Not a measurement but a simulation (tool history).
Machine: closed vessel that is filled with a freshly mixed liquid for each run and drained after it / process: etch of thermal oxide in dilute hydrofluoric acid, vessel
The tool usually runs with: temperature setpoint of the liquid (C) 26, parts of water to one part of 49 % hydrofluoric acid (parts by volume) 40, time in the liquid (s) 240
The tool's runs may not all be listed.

| run | hour | temperature setpoint of the liquid (C) | parts of water to one part of 49 % hydrofluoric acid (parts by volume) | time in the liquid (s) | read-back film thickness of the thermal oxide reference wafer, read on the same gauge (nm) | thickness taken off the thermal oxide on a monitor wafer (nm) |
|---|---|---|---|---|---|---|
| 1 | 0 | 26 | 30 | 345 | 30.02 | 70.25 |
| 2 | 161 | 26 | 40 | 240 | 30.01 | 36.93 |
| 3 | 226 | 26 | 40 | 240 | 30 | 36.41 |
| 4 | 265.2 | 26 | 40 | 240 | 30.01 | 36.3 |
| 5 | 335 | 26 | 40 | 240 | 30 | 36.11 |
| 6 | 377.7 | 26 | 40 | 240 | 29.98 | 36.06 |
|  | 399.8 | thermometer replaced |
| 7 | 480 | 26 | 40 | 240 | 30 | 32.98 |
| 8 | 580.9 | 22.5 | 30 | 170 | 30 | 27.07 |
| 9 | 659.6 | 26 | 40 | 240 | 29.99 | 32.3 |
| 10 | 737.3 | 28.5 | 35 | 95 | 30 | 16.32 |
| 11 | 839 | 26 | 20 | 345 | 30.02 | 95.89 |
|  | 854.9 | gauge calibrated |
|  | 949.4 | hydrofluoric acid flow meter replaced |
| 12 | 1141.2 | 27.5 | 40 | 240 | 29.95 | 38.8 |
| 13 | 1181.2 | 26 | 40 | 385 | 29.97 | 58.45 |
| 14 | 1288.5 | 26 | 40 | 240 | 30.01 | 35.81 |

Had the tool no unlogged condition, and each run kept its random variation, what would the results have been?
The tool's hidden condition here consists of: liquid hotter than its thermometer reads (K); hydrofluoric acid flow below the setpoint (%); gauge reads high (%).
| run | thickness taken off the thermal oxide on a monitor wafer (nm) |
|---|---|
| 1 | 67.96 |
| 2 | 35.89 |
| 3 | 35.43 |
| 4 | 35.35 |
| 5 | 35.21 |
| 6 | 35.19 |
| 7 | 35.77 |
| 8 | 29.35 |
| 9 | 35.16 |
| 10 | 17.79 |
| 11 | 104.36 |
| 12 | 37.8 |
| 13 | 56.92 |
| 14 | 34.94 |
